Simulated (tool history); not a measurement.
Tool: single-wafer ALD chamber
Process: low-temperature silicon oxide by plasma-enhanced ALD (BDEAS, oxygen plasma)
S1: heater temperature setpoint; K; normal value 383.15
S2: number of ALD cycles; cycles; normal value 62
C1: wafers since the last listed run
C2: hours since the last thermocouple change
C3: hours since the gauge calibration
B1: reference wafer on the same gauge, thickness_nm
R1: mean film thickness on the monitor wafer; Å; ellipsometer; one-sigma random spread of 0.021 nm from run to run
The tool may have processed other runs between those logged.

run,hour,S1,S2,C1,C2,C3,B1,R1
1,0,394.15,62,0,754.5,45.2,8.95,83.11
2,30,383.15,62,168,784.5,75.2,8.949,84.67
3,59.7,388.15,62,166,814.2,104.9,8.955,84.35
4,124.3,383.15,62,362,878.8,169.5,8.951,84.76
5,160.4,383.15,62,202,914.9,205.6,8.952,84.91
6,231.1,383.15,62,397,985.6,276.3,8.955,84.75
7,272.1,383.15,62,230,1026.6,317.3,8.951,84.57
8,299.2,383.15,62,152,1053.7,344.4,8.95,84.92
9,361.8,383.15,62,351,1116.3,407,8.948,84.83
# hour 383: thermocouple changed; heater temperature recalibrated
10,520.3,383.15,62,845,137.3,565.5,8.949,84.93
# hour 565.8: gauge calibrated
11,570.5,378.15,67,281,187.5,4.7,8.955,92.54
12,609,392.15,62,216,226,43.2,8.949,83.56
13,673,395.15,53,359,290,107.2,8.952,71.12
14,714.6,383.15,50,233,331.6,148.8,8.947,68.11
15,772.2,394.15,68,323,389.2,206.4,8.949,91.41
16,811.8,372.15,66,222,428.8,246,8.952,91.86
17,856.3,383.15,62,249,473.3,290.5,8.948,84.76
18,883,383.15,62,149,500,317.2,8.951,85.16
19,944.1,383.15,62,343,561.1,378.3,8.951,84.87
20,1013.8,371.15,62,391,630.8,448,8.952,86.86

Forecast each of these 3 alternatives for the next run:
A,1014.3,383.15,62,2,631.3,448.5,?,?
B,1014.3,396.15,65,2,631.3,448.5,?,?
C,1014.3,368.15,57,2,631.3,448.5,?,?

run,B1,R1
A,8.949,84.83
B,8.949,86.99
C,8.949,80.51
With no hidden state in the tool, these same runs would have given:
run,R1
A,84.83
B,86.99
C,80.51

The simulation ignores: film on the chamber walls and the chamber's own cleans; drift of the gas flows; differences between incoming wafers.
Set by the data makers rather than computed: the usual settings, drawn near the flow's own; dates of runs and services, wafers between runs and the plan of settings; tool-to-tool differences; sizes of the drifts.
